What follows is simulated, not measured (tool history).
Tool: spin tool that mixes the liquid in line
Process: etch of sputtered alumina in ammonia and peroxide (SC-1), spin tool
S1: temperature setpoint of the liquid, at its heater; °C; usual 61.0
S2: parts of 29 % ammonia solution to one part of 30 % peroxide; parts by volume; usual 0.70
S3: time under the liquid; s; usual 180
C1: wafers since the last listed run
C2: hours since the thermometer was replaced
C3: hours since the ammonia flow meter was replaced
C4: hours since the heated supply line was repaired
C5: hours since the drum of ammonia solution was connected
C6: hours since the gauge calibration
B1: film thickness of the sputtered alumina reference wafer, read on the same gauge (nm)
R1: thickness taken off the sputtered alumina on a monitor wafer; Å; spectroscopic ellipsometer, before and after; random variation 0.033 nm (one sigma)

run	hour	S1	S2	S3	C1	C2	C3	C4	C5	C6	B1	R1
1	0.0	61.0	0.70	180	0	2030.1	70.7	1827.9	519.3	499.1	80.00	85.6
2	59.1	61.0	0.70	180	293	2089.2	129.8	1887.0	578.4	558.2	79.98	85.6
3	117.2	61.0	0.70	230	288	2147.3	187.9	1945.1	636.5	616.3	80.00	109.5
4	154.2	61.0	0.85	180	183	2184.3	224.9	1982.1	673.5	653.3	80.01	87.3
5	196.6	61.0	0.85	180	210	2226.7	267.3	2024.5	715.9	695.7	80.00	86.6
6	262.6	61.0	0.85	180	327	2292.7	333.3	2090.5	781.9	761.7	80.01	86.0
7	325.9	61.0	0.70	145	314	2356.0	396.6	2153.8	845.2	825.0	80.01	68.5
# hour 331.4: new drum of ammonia solution connected
# hour 359.9: heated supply line repaired
8	370.4	61.0	0.70	145	211	2400.5	441.1	10.5	39.0	869.5	80.00	70.6
9	432.2	61.0	0.70	180	306	2462.3	502.9	72.3	100.8	931.3	80.02	88.0
# hour 461.0: ammonia flow meter replaced
10	461.5	61.0	0.70	180	140	2491.6	0.5	101.6	130.1	960.6	80.00	87.1
11	499.2	61.0	0.70	180	187	2529.3	38.2	139.3	167.8	998.3	80.02	87.3
# hour 529.6: thermometer replaced
12	530.7	52.5	0.70	265	151	1.1	69.7	170.8	199.3	1029.8	80.02	87.9
13	559.6	61.0	0.70	180	143	30.0	98.6	199.7	228.2	1058.7	80.00	93.6
14	622.2	61.0	0.95	80	310	92.6	161.2	262.3	290.8	1121.3	80.02	42.8
15	677.0	61.0	1.00	180	272	147.4	216.0	317.1	345.6	1176.1	80.03	95.5
16	747.3	68.0	0.90	285	349	217.7	286.3	387.4	415.9	1246.4	80.00	213.4
17	797.9	61.0	0.70	180	251	268.3	336.9	438.0	466.5	1297.0	80.02	92.4
18	854.8	61.0	0.85	270	282	325.2	393.8	494.9	523.4	1353.9	80.00	140.6
19	879.2	67.5	0.70	180	121	349.6	418.2	519.3	547.8	1378.3	79.99	126.9
# hour 932.8: gauge calibrated
# hour 985.3: ammonia flow meter replaced
20	1028.7	61.0	0.70	180	737	499.1	43.4	668.8	697.3	95.9	80.01	91.2
21	1086.5	55.5	0.70	180	287	556.9	101.2	726.6	755.1	153.7	80.00	67.9
# hour 1144.8: new drum of ammonia solution connected
22	1151.3	69.0	0.60	215	316	621.7	166.0	791.4	6.5	218.5	80.00	160.3
23	1185.1	55.0	0.60	220	167	655.5	199.8	825.2	40.3	252.3	80.00	79.6
24	1252.5	54.0	0.85	215	334	722.9	267.2	892.6	107.7	319.7	80.00	76.3
25	1303.6	61.0	0.70	180	253	774.0	318.3	943.7	158.8	370.8	80.00	90.4

Forecast each of these 3 alternatives for the next run:
A	1304.1	61.0	0.70	180	2	774.5	318.8	944.2	159.3	371.3	?	?
B	1304.1	68.0	0.70	180	2	774.5	318.8	944.2	159.3	371.3	?	?
C	1304.1	54.0	0.40	180	2	774.5	318.8	944.2	159.3	371.3	?	?

run	B1	R1
A	80.02	89.5
B	80.02	127.2
C	80.02	58.7
Without the tool's hidden state the same runs would have given:
run	R1
A	94.6
B	134.1
C	62.2
